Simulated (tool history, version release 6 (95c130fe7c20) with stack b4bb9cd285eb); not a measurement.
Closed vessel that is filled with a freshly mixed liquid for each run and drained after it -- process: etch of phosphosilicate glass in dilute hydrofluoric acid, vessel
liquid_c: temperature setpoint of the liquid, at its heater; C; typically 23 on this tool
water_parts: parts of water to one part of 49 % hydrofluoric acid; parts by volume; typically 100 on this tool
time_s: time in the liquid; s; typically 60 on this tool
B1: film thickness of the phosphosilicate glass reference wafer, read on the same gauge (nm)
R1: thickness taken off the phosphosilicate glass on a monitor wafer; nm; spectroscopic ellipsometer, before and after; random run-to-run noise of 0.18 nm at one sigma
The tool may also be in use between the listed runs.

Run 1, day 0: usual settings but time_s 75 s; B1 110.01. Result: R1 69.93 nm.
Run 2, day 12.721: usual settings; B1 109.97. Result: R1 56.64 nm.
Run 3, day 16.783: usual settings but liquid_c 25 C; B1 109.98. Result: R1 61.88 nm.
Run 4, day 20.75: usual settings but liquid_c 25 C; B1 110. Result: R1 60.35 nm.
Run 5, day 24.171: usual settings but water_parts 125 parts by volume, time_s 75 s; B1 110. Result: R1 53.94 nm.
Run 6, day 26.742: usual settings but water_parts 125 parts by volume, time_s 75 s; B1 109.99. Result: R1 54.62 nm.
Run 7, day 31.217: usual settings but water_parts 65 parts by volume; B1 110. Result: R1 90.1 nm.
Run 8, day 33.383: usual settings; B1 110.01. Result: R1 56.41 nm.
Run 9, day 35.833: usual settings; B1 110.01. Result: R1 56.82 nm.
Run 10, day 39.612: usual settings; B1 110.03. Result: R1 56.79 nm.
Run 11, day 42.817: usual settings but time_s 85 s; B1 110.03. Result: R1 81.01 nm.
Run 12, day 47.233: usual settings but water_parts 130 parts by volume; B1 110. Result: R1 41.46 nm.
Run 13, day 50.796: usual settings but liquid_c 19.5 C; B1 109.97. Result: R1 48.63 nm.
Run 14, day 52.971: usual settings but water_parts 145 parts by volume, time_s 45 s; B1 110.02. Result: R1 27.55 nm.
Run 15, day 57.154: usual settings but liquid_c 21 C, water_parts 125 parts by volume, time_s 85 s; B1 109.97. Result: R1 57.6 nm.
Run 16, day 58.883: usual settings but water_parts 145 parts by volume, time_s 45 s; B1 109.96. Result: R1 27.92 nm.
Run 17, day 62.533: usual settings but water_parts 80 parts by volume; B1 110.01. Result: R1 72.99 nm.
Run 18, day 74.888: usual settings but liquid_c 28 C; B1 110.01. Result: R1 69.49 nm.
Run 19, day 77.075: usual settings but liquid_c 26 C, water_parts 135 parts by volume, time_s 90 s; B1 110.02. Result: R1 68.7 nm.
Run 20, day 79.725: usual settings but water_parts 75 parts by volume, time_s 95 s; B1 109.96. Result: R1 121.16 nm.
Run 21, day 83.154: usual settings but liquid_c 26.5 C; B1 110.03. Result: R1 64.19 nm.
Run 22, day 86.721: usual settings but liquid_c 21 C, water_parts 125 parts by volume, time_s 85 s; B1 110.01. Result: R1 57.38 nm.
Run 23, day 89.942: usual settings but liquid_c 19.5 C, water_parts 65 parts by volume, time_s 85 s; B1 110.01. Result: R1 110.96 nm.
Run 24, day 91.983: usual settings; B1 110.01. Result: R1 56.65 nm.
Run 25, day 96.404: usual settings but water_parts 65 parts by volume; B1 109.99. Result: R1 91.18 nm.
Run 26, day 98.942: usual settings but water_parts 140 parts by volume; B1 109.98. Result: R1 38.65 nm.
Run 27, day 102.754: usual settings but water_parts 130 parts by volume, time_s 35 s; B1 110.04. Result: R1 24.98 nm.
Run 28, day 105.504: usual settings but liquid_c 27.5 C, water_parts 65 parts by volume; B1 110.01. Result: R1 110.74 nm.
Run 29, day 109.667: usual settings; B1 110.02. Result: R1 55.78 nm.
Run 30, day 114.058: usual settings but liquid_c 24.5 C, time_s 35 s; B1 109.99. Result: R1 34.68 nm.
Run 31, day 118.375: usual settings but water_parts 55 parts by volume, time_s 40 s; B1 109.98. Result: R1 72.24 nm.

Not shown: 6 entries that the log had between the listed runs. Between which runs, and how does the tool's hidden state differ before and after?
From run 3 to run 4: thermometer replaced (day 20.471)
  liquid hotter than its thermometer reads (K): 0.63 -> 0.0318
  measured result minus the result with no hidden state, R1: +1.51 -> +0.07 nm
From run 6 to run 7: gauge calibrated (day 30.446)
  liquid hotter than its thermometer reads (K): 0.198 -> 0.322
  measured result minus the result with no hidden state, R1: +0.43 -> +1.18 nm
From run 8 to run 9: hydrofluoric acid flow meter replaced (day 34.529)
  liquid hotter than its thermometer reads (K): 0.382 -> 0.45
  measured result minus the result with no hidden state, R1: +0.85 -> +1.01 nm
From run 11 to run 12: thermometer replaced (day 45.792)
  liquid hotter than its thermometer reads (K): 0.643 -> 0.0647
  measured result minus the result with no hidden state, R1: +2.04 -> +0.09 nm
From run 19 to run 20: thermometer replaced (day 78.442)
  liquid hotter than its thermometer reads (K): 0.891 -> 0.0875
  measured result minus the result with no hidden state, R1: +2.26 -> +0.45 nm
From run 28 to run 29: thermometer replaced (day 106.925)
  liquid hotter than its thermometer reads (K): 0.802 -> 0.0977
  measured result minus the result with no hidden state, R1: +3.44 -> +0.22 nm
